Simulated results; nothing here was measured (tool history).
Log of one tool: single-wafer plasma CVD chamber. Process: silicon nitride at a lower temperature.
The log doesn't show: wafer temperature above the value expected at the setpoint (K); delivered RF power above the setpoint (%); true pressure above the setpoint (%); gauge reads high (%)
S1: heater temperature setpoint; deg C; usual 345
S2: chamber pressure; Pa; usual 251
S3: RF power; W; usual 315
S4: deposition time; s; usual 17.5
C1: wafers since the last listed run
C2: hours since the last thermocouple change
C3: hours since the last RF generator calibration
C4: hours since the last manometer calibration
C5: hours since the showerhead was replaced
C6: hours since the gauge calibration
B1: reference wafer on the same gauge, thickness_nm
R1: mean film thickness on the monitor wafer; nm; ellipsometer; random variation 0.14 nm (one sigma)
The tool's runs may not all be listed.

{"run": 1, "hour": 0.0, "S1": 345, "S2": 251, "S3": 315, "S4": 17.5, "C1": 0, "C2": 32.9, "C3": 1266.1, "C4": 896.6, "C5": 4750.8, "C6": 630.2, "B1": 27.108, "R1": 21.617}
{"hour": 18.5, "done": "gauge calibrated"}
{"run": 2, "hour": 27.8, "S1": 345, "S2": 251, "S3": 315, "S4": 17.5, "C1": 1057, "C2": 60.7, "C3": 1293.9, "C4": 924.4, "C5": 4778.6, "C6": 9.3, "B1": 27.054, "R1": 21.661}
{"run": 3, "hour": 43.7, "S1": 345, "S2": 267, "S3": 315, "S4": 17.5, "C1": 604, "C2": 76.6, "C3": 1309.8, "C4": 940.3, "C5": 4794.5, "C6": 25.2, "B1": 27.122, "R1": 22.016}
{"run": 4, "hour": 75.9, "S1": 345, "S2": 251, "S3": 315, "S4": 17.5, "C1": 1224, "C2": 108.8, "C3": 1342, "C4": 972.5, "C5": 4826.7, "C6": 57.4, "B1": 27.018, "R1": 21.427}
{"run": 5, "hour": 108.1, "S1": 345, "S2": 251, "S3": 315, "S4": 17.5, "C1": 1224, "C2": 141, "C3": 1374.2, "C4": 1004.7, "C5": 4858.9, "C6": 89.6, "B1": 27.091, "R1": 21.525}
{"run": 6, "hour": 128.2, "S1": 345, "S2": 251, "S3": 315, "S4": 17.5, "C1": 764, "C2": 161.1, "C3": 1394.3, "C4": 1024.8, "C5": 4879, "C6": 109.7, "B1": 27.1, "R1": 21.724}
{"hour": 148.5, "done": "RF generator calibrated"}
{"run": 7, "hour": 157.9, "S1": 345, "S2": 251, "S3": 315, "S4": 17.5, "C1": 825, "C2": 190.8, "C3": 9.4, "C4": 1054.5, "C5": 4908.7, "C6": 139.4, "B1": 27.122, "R1": 23.142}
{"run": 8, "hour": 181.6, "S1": 341, "S2": 223, "S3": 335, "S4": 17.5, "C1": 901, "C2": 214.5, "C3": 33.1, "C4": 1078.2, "C5": 4932.4, "C6": 163.1, "B1": 27.104, "R1": 23.611}
{"hour": 197.0, "done": "showerhead replaced"}
{"run": 9, "hour": 197.5, "S1": 355, "S2": 251, "S3": 340, "S4": 19, "C1": 300, "C2": 230.4, "C3": 49, "C4": 1094.1, "C5": 0.5, "C6": 179, "B1": 27.11, "R1": 26.738}
{"run": 10, "hour": 216.1, "S1": 359, "S2": 199, "S3": 315, "S4": 16.6, "C1": 707, "C2": 249, "C3": 67.6, "C4": 1112.7, "C5": 19.1, "C6": 197.6, "B1": 27.079, "R1": 20.615}
{"run": 11, "hour": 234.3, "S1": 345, "S2": 204, "S3": 345, "S4": 15.4, "C1": 692, "C2": 267.2, "C3": 85.8, "C4": 1130.9, "C5": 37.3, "C6": 215.8, "B1": 27.143, "R1": 20.766}
{"run": 12, "hour": 248.1, "S1": 345, "S2": 251, "S3": 285, "S4": 17.5, "C1": 524, "C2": 281, "C3": 99.6, "C4": 1144.7, "C5": 51.1, "C6": 229.6, "B1": 27.095, "R1": 21.408}
{"run": 13, "hour": 261.7, "S1": 345, "S2": 205, "S3": 315, "S4": 19.8, "C1": 517, "C2": 294.6, "C3": 113.2, "C4": 1158.3, "C5": 64.7, "C6": 243.2, "B1": 27.077, "R1": 24.987}
{"hour": 273.9, "done": "capacitance manometer re-zeroed and calibrated"}
{"run": 14, "hour": 291.2, "S1": 345, "S2": 251, "S3": 315, "S4": 17.5, "C1": 817, "C2": 324.1, "C3": 142.7, "C4": 17.3, "C5": 94.2, "C6": 272.7, "B1": 27.103, "R1": 23.096}
{"run": 15, "hour": 308.3, "S1": 345, "S2": 217, "S3": 315, "S4": 17.5, "C1": 650, "C2": 341.2, "C3": 159.8, "C4": 34.4, "C5": 111.3, "C6": 289.8, "B1": 27.041, "R1": 22.225}
{"run": 16, "hour": 322.2, "S1": 350, "S2": 224, "S3": 340, "S4": 16.5, "C1": 528, "C2": 355.1, "C3": 173.7, "C4": 48.3, "C5": 125.2, "C6": 303.7, "B1": 27.118, "R1": 22.546}
{"run": 17, "hour": 350.5, "S1": 332, "S2": 281, "S3": 375, "S4": 19, "C1": 1076, "C2": 383.4, "C3": 202, "C4": 76.6, "C5": 153.5, "C6": 332, "B1": 27.073, "R1": 29.331}
{"run": 18, "hour": 370.5, "S1": 345, "S2": 285, "S3": 315, "S4": 17.5, "C1": 760, "C2": 403.4, "C3": 222, "C4": 96.6, "C5": 173.5, "C6": 352, "B1": 27.123, "R1": 23.589}
{"run": 19, "hour": 405.6, "S1": 345, "S2": 251, "S3": 315, "S4": 17.5, "C1": 1334, "C2": 438.5, "C3": 257.1, "C4": 131.7, "C5": 208.6, "C6": 387.1, "B1": 27.096, "R1": 23.19}
{"run": 20, "hour": 421.8, "S1": 355, "S2": 251, "S3": 355, "S4": 19.7, "C1": 616, "C2": 454.7, "C3": 273.3, "C4": 147.9, "C5": 224.8, "C6": 403.3, "B1": 27.081, "R1": 27.988}
{"run": 21, "hour": 444.1, "S1": 345, "S2": 209, "S3": 315, "S4": 17.5, "C1": 848, "C2": 477, "C3": 295.6, "C4": 170.2, "C5": 247.1, "C6": 425.6, "B1": 27.018, "R1": 22.19}
{"run": 22, "hour": 466.7, "S1": 350, "S2": 281, "S3": 280, "S4": 17.5, "C1": 859, "C2": 499.6, "C3": 318.2, "C4": 192.8, "C5": 269.7, "C6": 448.2, "B1": 27.018, "R1": 21.377}
{"run": 23, "hour": 496.3, "S1": 350, "S2": 296, "S3": 315, "S4": 16, "C1": 1125, "C2": 529.2, "C3": 347.8, "C4": 222.4, "C5": 299.3, "C6": 477.8, "B1": 27.124, "R1": 21.316}
{"run": 24, "hour": 520.6, "S1": 354, "S2": 251, "S3": 315, "S4": 17.5, "C1": 924, "C2": 553.5, "C3": 372.1, "C4": 246.7, "C5": 323.6, "C6": 502.1, "B1": 27.112, "R1": 22.714}
{"run": 25, "hour": 545.0, "S1": 345, "S2": 251, "S3": 315, "S4": 18.4, "C1": 927, "C2": 577.9, "C3": 396.5, "C4": 271.1, "C5": 348, "C6": 526.5, "B1": 27.086, "R1": 23.795}
{"run": 26, "hour": 574.7, "S1": 336, "S2": 251, "S3": 315, "S4": 16.1, "C1": 1129, "C2": 607.6, "C3": 426.2, "C4": 300.8, "C5": 377.7, "C6": 556.2, "B1": 27.089, "R1": 20.862}
{"run": 27, "hour": 591.3, "S1": 345, "S2": 251, "S3": 315, "S4": 17.5, "C1": 631, "C2": 624.2, "C3": 442.8, "C4": 317.4, "C5": 394.3, "C6": 572.8, "B1": 27.109, "R1": 22.473}
{"hour": 604.8, "done": "gauge calibrated"}
{"run": 28, "hour": 623.6, "S1": 345, "S2": 251, "S3": 315, "S4": 17.5, "C1": 1228, "C2": 656.5, "C3": 475.1, "C4": 349.7, "C5": 426.6, "C6": 18.8, "B1": 27.126, "R1": 22.497}
{"run": 29, "hour": 650.0, "S1": 349, "S2": 303, "S3": 335, "S4": 19.6, "C1": 1003, "C2": 682.9, "C3": 501.5, "C4": 376.1, "C5": 453, "C6": 45.2, "B1": 27.051, "R1": 27.548}

4 ways to go on from here, each from the tool as it stands after run 29. What would each give?
{"run": "A", "hour": 650.4, "S1": 345, "S2": 251, "S3": 315, "S4": 17.5, "C1": 15, "C2": 683.3, "C3": 501.9, "C4": 376.5, "C5": 453.4, "C6": 45.6, "B1": "?", "R1": "?"}
{"run": "B", "hour": 650.4, "S1": 337, "S2": 251, "S3": 275, "S4": 15.1, "C1": 15, "C2": 683.3, "C3": 501.9, "C4": 376.5, "C5": 453.4, "C6": 45.6, "B1": "?", "R1": "?"}
{"run": "C", "hour": 650.4, "S1": 355, "S2": 223, "S3": 315, "S4": 16.2, "C1": 15, "C2": 683.3, "C3": 501.9, "C4": 376.5, "C5": 453.4, "C6": 45.6, "B1": "?", "R1": "?"}
{"run": "D", "hour": 650.4, "S1": 350, "S2": 204, "S3": 315, "S4": 17.5, "C1": 15, "C2": 683.3, "C3": 501.9, "C4": 376.5, "C5": 453.4, "C6": 45.6, "B1": "?", "R1": "?"}

run=A B1=27.03 R1=22.809
run=B B1=27.03 R1=17.65
run=C B1=27.03 R1=20.492
run=D B1=27.03 R1=21.737
Without the tool's hidden state the same runs would have given:
run=A R1=23.528
run=B R1=18.242
run=C R1=21.137
run=D R1=22.421
